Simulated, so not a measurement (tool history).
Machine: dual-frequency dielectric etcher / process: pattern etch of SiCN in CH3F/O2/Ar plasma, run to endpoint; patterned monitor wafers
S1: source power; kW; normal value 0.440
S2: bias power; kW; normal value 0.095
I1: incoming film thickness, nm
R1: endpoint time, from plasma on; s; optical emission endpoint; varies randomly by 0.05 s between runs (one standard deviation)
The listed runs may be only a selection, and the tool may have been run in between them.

run 1 hour=0.0 | S1=0.410 S2=0.086 | I1=7.44 | R1=17.8
run 2 hour=35.4 | S1=0.410 S2=0.086 | I1=7.38 | R1=17.7
run 3 hour=100.1 | S1=0.440 S2=0.095 | I1=7.45 | R1=16.7
run 4 hour=165.1 | S1=0.440 S2=0.095 | I1=7.40 | R1=16.6
run 5 hour=230.0 | S1=0.440 S2=0.095 | I1=7.44 | R1=16.6
run 6 hour=274.8 | S1=0.440 S2=0.095 | I1=7.38 | R1=16.6
run 7 hour=440.1 | S1=0.410 S2=0.095 | I1=7.39 | R1=17.2
run 8 hour=486.6 | S1=0.410 S2=0.095 | I1=7.42 | R1=17.1
-- hour=542.4 wet clean of the chamber
run 9 hour=551.5 | S1=0.410 S2=0.095 | I1=7.34 | R1=16.9
run 10 hour=586.7 | S1=0.440 S2=0.095 | I1=7.41 | R1=16.7
run 11 hour=630.2 | S1=0.440 S2=0.095 | I1=7.40 | R1=16.6
run 12 hour=663.0 | S1=0.440 S2=0.111 | I1=7.39 | R1=15.8
run 13 hour=690.2 | S1=0.440 S2=0.111 | I1=7.36 | R1=15.6
-- hour=815.5 source power generator calibrated
run 14 hour=848.1 | S1=0.500 S2=0.088 | I1=7.42 | R1=15.9
run 15 hour=878.5 | S1=0.330 S2=0.108 | I1=7.43 | R1=17.9
run 16 hour=942.5 | S1=0.510 S2=0.095 | I1=7.45 | R1=15.5
-- hour=987.9 upper electrode replaced
run 17 hour=1007.1 | S1=0.370 S2=0.103 | I1=7.46 | R1=17.3
-- hour=1049.0 wet clean of the chamber
run 18 hour=1065.4 | S1=0.350 S2=0.095 | I1=7.38 | R1=18.0

Run 19 has not been measured yet. What should we expect?
run 19 hour=1100.2 | S1=0.440 S2=0.095 | I1=7.40 | R1=?

R1: 16.3 s
Minus the tool's unlogged condition, the same run would have read R1 16.5 s.
